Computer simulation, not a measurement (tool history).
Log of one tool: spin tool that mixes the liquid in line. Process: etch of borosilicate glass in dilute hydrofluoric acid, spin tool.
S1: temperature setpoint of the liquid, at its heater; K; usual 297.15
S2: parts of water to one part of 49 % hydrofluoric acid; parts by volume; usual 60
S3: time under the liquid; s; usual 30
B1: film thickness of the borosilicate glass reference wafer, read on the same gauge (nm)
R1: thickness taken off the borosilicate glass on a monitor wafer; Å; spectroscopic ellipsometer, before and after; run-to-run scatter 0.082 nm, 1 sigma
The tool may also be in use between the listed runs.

| run | hour | S1 | S2 | S3 | B1 | R1 |
|---|---|---|---|---|---|---|
| 1 | 0 | 299.65 | 60 | 30 | 130.03 | 257.5 |
| 2 | 27.3 | 299.65 | 60 | 30 | 129.96 | 260 |
| 3 | 54.9 | 297.15 | 60 | 30 | 130 | 234.2 |
| 4 | 67.4 | 297.15 | 60 | 30 | 129.99 | 235.2 |
| 5 | 82.7 | 297.15 | 60 | 30 | 130.01 | 233.1 |
| 6 | 116.4 | 297.15 | 60 | 30 | 129.99 | 233.9 |
| 7 | 140.5 | 297.15 | 60 | 30 | 129.99 | 233.8 |
| 8 | 153.8 | 297.15 | 60 | 30 | 129.99 | 232.9 |
| 9 | 173.4 | 297.15 | 60 | 25 | 130 | 194.1 |
| 10 | 197.9 | 297.15 | 60 | 25 | 129.99 | 193.9 |
| 11 | 216.4 | 297.15 | 60 | 30 | 130.01 | 232.9 |
| 12 | 237.9 | 297.15 | 60 | 30 | 129.97 | 232.7 |
|  | 245.3 | hydrofluoric acid flow meter replaced |
| 13 | 259.7 | 297.15 | 60 | 30 | 130.01 | 247.3 |
|  | 272.4 | thermometer replaced |
| 14 | 327.1 | 297.15 | 60 | 30 | 130.01 | 247.6 |
| 15 | 350.2 | 297.15 | 60 | 30 | 129.98 | 245.4 |
| 16 | 362.5 | 297.15 | 60 | 30 | 130 | 244.9 |
| 17 | 395.1 | 299.15 | 40 | 30 | 129.99 | 411.4 |
| 18 | 425.2 | 297.15 | 80 | 15 | 130 | 89.8 |
| 19 | 450.8 | 297.15 | 40 | 50 | 130.01 | 626.1 |
|  | 465.7 | gauge calibrated |
| 20 | 485.4 | 297.15 | 60 | 30 | 130 | 244.7 |
| 21 | 514.7 | 295.65 | 60 | 45 | 130.01 | 343.8 |
| 22 | 532.7 | 297.15 | 80 | 40 | 130 | 236.7 |
| 23 | 565.3 | 297.15 | 60 | 35 | 130.01 | 285.8 |
| 24 | 588.9 | 297.15 | 75 | 30 | 130.01 | 190.3 |
| 25 | 621 | 297.15 | 30 | 45 | 129.99 | 762 |
| 26 | 667.8 | 301.15 | 80 | 15 | 129.98 | 103.7 |
| 27 | 695.9 | 297.15 | 50 | 50 | 130.04 | 490.4 |
| 28 | 710.3 | 293.15 | 90 | 40 | 130 | 175.8 |
| 29 | 735.4 | 297.15 | 50 | 45 | 130.01 | 438.9 |
| 30 | 756.7 | 297.15 | 60 | 30 | 129.98 | 240 |

Measured result minus the same run's result without the hidden state. Both carry the same run-to-run variation, though not necessarily the same gauge scatter:
The hidden state here: liquid hotter than its thermometer reads (K); hydrofluoric acid flow below the setpoint (%); gauge reads high (%).
| run | R1 |
|---|---|
| 1 | -14.6 |
| 2 | -14.9 |
| 3 | -13.7 |
| 4 | -13.9 |
| 5 | -13.9 |
| 6 | -14.2 |
| 7 | -14.4 |
| 8 | -14.4 |
| 9 | -12.2 |
| 10 | -12.4 |
| 11 | -15 |
| 12 | -15.2 |
| 13 | -1.6 |
| 14 | -2.2 |
| 15 | -2.4 |
| 16 | -2.4 |
| 17 | -4.5 |
| 18 | -1.1 |
| 19 | -7.9 |
| 20 | -3.5 |
| 21 | -5.2 |
| 22 | -3.8 |
| 23 | -4.9 |
| 24 | -3.5 |
| 25 | -14 |
| 26 | -2.2 |
| 27 | -10.6 |
| 28 | -4 |
| 29 | -10 |
| 30 | -5.8 |

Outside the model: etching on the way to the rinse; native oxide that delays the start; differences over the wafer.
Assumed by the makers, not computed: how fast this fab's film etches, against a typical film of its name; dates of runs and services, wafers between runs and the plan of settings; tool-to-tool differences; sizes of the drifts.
